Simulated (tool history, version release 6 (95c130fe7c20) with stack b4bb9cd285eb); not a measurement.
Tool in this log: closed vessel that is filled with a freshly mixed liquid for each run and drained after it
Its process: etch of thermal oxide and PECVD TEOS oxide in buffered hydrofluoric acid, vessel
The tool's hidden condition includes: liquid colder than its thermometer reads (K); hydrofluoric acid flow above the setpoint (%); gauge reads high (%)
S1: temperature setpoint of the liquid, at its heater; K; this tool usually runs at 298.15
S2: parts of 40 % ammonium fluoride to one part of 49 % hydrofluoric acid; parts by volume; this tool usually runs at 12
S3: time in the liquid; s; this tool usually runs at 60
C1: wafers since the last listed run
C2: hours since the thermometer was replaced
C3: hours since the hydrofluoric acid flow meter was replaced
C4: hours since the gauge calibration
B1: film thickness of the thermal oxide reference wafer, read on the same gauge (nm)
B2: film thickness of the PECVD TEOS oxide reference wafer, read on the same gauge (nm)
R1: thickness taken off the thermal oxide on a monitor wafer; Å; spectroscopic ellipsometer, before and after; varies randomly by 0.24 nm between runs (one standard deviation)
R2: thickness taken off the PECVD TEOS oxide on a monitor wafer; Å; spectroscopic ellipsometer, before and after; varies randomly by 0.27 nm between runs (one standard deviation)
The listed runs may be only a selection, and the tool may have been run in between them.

run    hour      S1    S2  S3     C1      C2      C3      C4      B1     B2     R1      R2
  1       0  298.15    12  60      0   737.4   706.6    78.7  150.01  69.99  604.7   661.4
  2    92.3  298.15    12  60  12032   829.7   798.9     171  149.99  70.01  600.9   658.6
  3   163.2  295.65    12  80   9242   900.6   869.8   241.9  149.99  69.99  698.8   761.7
  4   219.4  295.65    12  80   7326   956.8     926   298.1  150.02  70.02  701.6   758.8
  5   289.9  298.15    12  60   9190  1027.3   996.5   368.6     150  69.99  600.2     655
  6   362.8  300.65    12  75   9503  1100.2  1069.4   441.5  150.02     70  849.1   934.8
  7   403.1  298.15    12  60   5253  1140.5  1109.7   481.8  150.01     70  596.1   651.6
  8   457.3  298.15    12  60   7065  1194.7  1163.9     536     150     70  593.5     649
  9   521.6  298.15    12  60   8382    1259  1228.2   600.3  149.99  70.03  600.3   654.4
      596.5  -- thermometer replaced
 10   649.7  298.15    12  60  16569    53.2  1356.3   728.4  150.01     70  611.8     668
 11   730.2  296.65    16  45  10494   133.7  1436.8   808.9     150  70.03  320.6   349.3
 12   775.6  295.15    12  60   5918   179.1  1482.2   854.3     150  69.99  520.1   564.3
 13   852.8  298.15    12  60  10064   256.3  1559.4   931.5  149.99     70  609.2   668.8
 14   912.8  301.65   9.5  60   7821   316.3  1619.4   991.5  149.99     70  903.3   982.8
 15  1001.4  302.65     9  60  11550   404.9    1708  1080.1  149.99  69.96  988.9  1070.8
 16  1058.1  298.15    12  60   7391   461.6  1764.7  1136.8  150.02  69.97  610.3     664
 17  1163.7  302.65     9  60  13766   567.2  1870.3  1242.4     150  70.03  984.5  1074.5
     1196.8  -- hydrofluoric acid flow meter replaced
     1221.7  -- gauge calibrated
 18  1334.7  296.65  13.5  60  22162   738.2   137.9     113     150  70.02  494.3   539.5
 19  1415.5  296.15  15.5  90  10533     819   218.7   193.8  150.01  70.03  626.7   688.1
 20  1493.9  294.65    10  30  10220   897.4   297.1   272.2     150     70  295.5   324.8
 21  1597.9  298.15    14  60  13557  1001.4   401.1   376.2  150.03  70.03  512.7   561.2

Consider 3 possible next runs. They are alternatives, not a sequence: every one starts from the tool as it was left by run 21. What does each give?
  A  1598.6  298.15   12  60  91  1002.1  401.8  376.9   ?   ?   ?   ?
  B  1598.6  294.15    9  35  91  1002.1  401.8  376.9   ?   ?   ?   ?
  C  1598.6  298.15  7.5  60  91  1002.1  401.8  376.9   ?   ?   ?   ?

run   B1     B2     R1      R2
  A  150  69.97  601.5   652.1
  B  150  69.97  359.3   389.5
  C  150  69.97  935.4  1014.1
With the hidden condition removed and each run's random variation left untouched, the same runs would have given:
run     R1      R2
  A  619.8   671.9
  B  370.5   401.7
  C  963.7  1044.7
